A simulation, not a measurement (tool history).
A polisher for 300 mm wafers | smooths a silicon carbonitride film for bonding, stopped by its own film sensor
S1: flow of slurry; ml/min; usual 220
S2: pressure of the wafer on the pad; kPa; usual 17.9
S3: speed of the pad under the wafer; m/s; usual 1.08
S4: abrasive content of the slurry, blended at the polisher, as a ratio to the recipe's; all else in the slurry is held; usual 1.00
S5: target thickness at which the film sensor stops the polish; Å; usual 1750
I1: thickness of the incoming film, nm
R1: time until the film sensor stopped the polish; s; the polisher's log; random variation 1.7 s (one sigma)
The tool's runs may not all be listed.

run	hour	S1	S2	S3	S4	S5	I1	R1
1	0.0	220	17.9	1.08	1.00	1750	207.4	94.3
2	7.0	220	17.9	1.08	1.00	1750	212.3	109.5
3	15.5	220	17.9	1.08	1.00	1750	212.3	109.3
# hour 24.0: slurry blender recalibrated
4	24.6	220	17.9	1.08	1.00	1750	209.8	85.0
5	40.9	220	17.9	1.08	1.00	1750	207.3	78.3
# hour 53.4: worn pad replaced by a new one
6	53.9	220	17.9	1.08	1.00	1750	212.7	87.4
7	61.4	220	17.9	1.08	1.00	1750	211.9	91.7
8	72.5	220	17.9	1.08	1.00	1750	211.1	88.7
9	87.0	220	17.9	1.08	1.00	1750	208.8	82.2
10	104.0	220	17.9	1.08	1.00	1750	206.4	74.2
# hour 108.7: slurry nozzle cleaned
11	111.0	220	17.9	0.84	1.30	1690	210.8	100.2
12	119.5	220	17.9	1.08	1.00	1750	211.0	87.6
13	133.1	190	12.4	1.08	1.00	1850	210.4	81.6
14	148.5	220	17.9	1.08	1.00	1750	212.3	89.6
15	162.3	220	13.1	0.96	0.85	1750	211.4	122.9
16	169.9	220	22.1	1.34	1.00	1750	207.9	60.4
17	185.9	285	15.9	1.08	1.00	1670	210.1	111.5
18	202.3	195	15.2	1.08	1.20	1750	206.0	81.2
# hour 207.9: worn pad replaced by a new one
19	214.3	220	17.9	1.08	1.00	1750	210.2	85.4
# hour 222.1: head pressure recalibrated
20	231.6	220	17.9	1.08	1.00	1750	210.8	90.1
21	245.5	260	17.9	0.78	1.00	1750	209.5	97.0
22	282.6	270	17.9	1.20	1.00	1700	206.6	84.8
23	299.0	150	17.9	1.08	1.00	1840	211.8	73.0
24	312.0	220	17.9	1.08	1.00	1750	206.6	79.8
25	324.9	190	17.9	1.08	1.00	1850	210.4	67.2
26	332.8	220	17.9	1.08	1.00	1750	209.9	92.0
# hour 340.8: worn pad replaced by a new one
27	350.5	220	17.9	0.84	1.30	1690	208.2	97.6
28	358.4	220	14.5	1.22	1.00	1720	210.3	111.1
29	371.2	220	17.9	1.08	1.00	1750	214.2	103.0
30	385.5	220	11.7	1.40	1.00	1750	211.1	117.5
31	395.2	220	17.9	1.08	1.00	1750	212.3	98.7

3 ways to go on from here, each from the tool as it stands after run 31. What would each give?
A	395.7	220	17.9	1.08	1.00	1650	212.9	?
B	395.7	175	17.9	1.08	1.00	1660	212.9	?
C	395.7	190	17.9	1.08	1.00	1750	212.9	?

run	R1
A	126.4
B	128.2
C	102.2
Without the tool's hidden state the same runs would have given:
run	R1
A	114.9
B	116.5
C	92.9
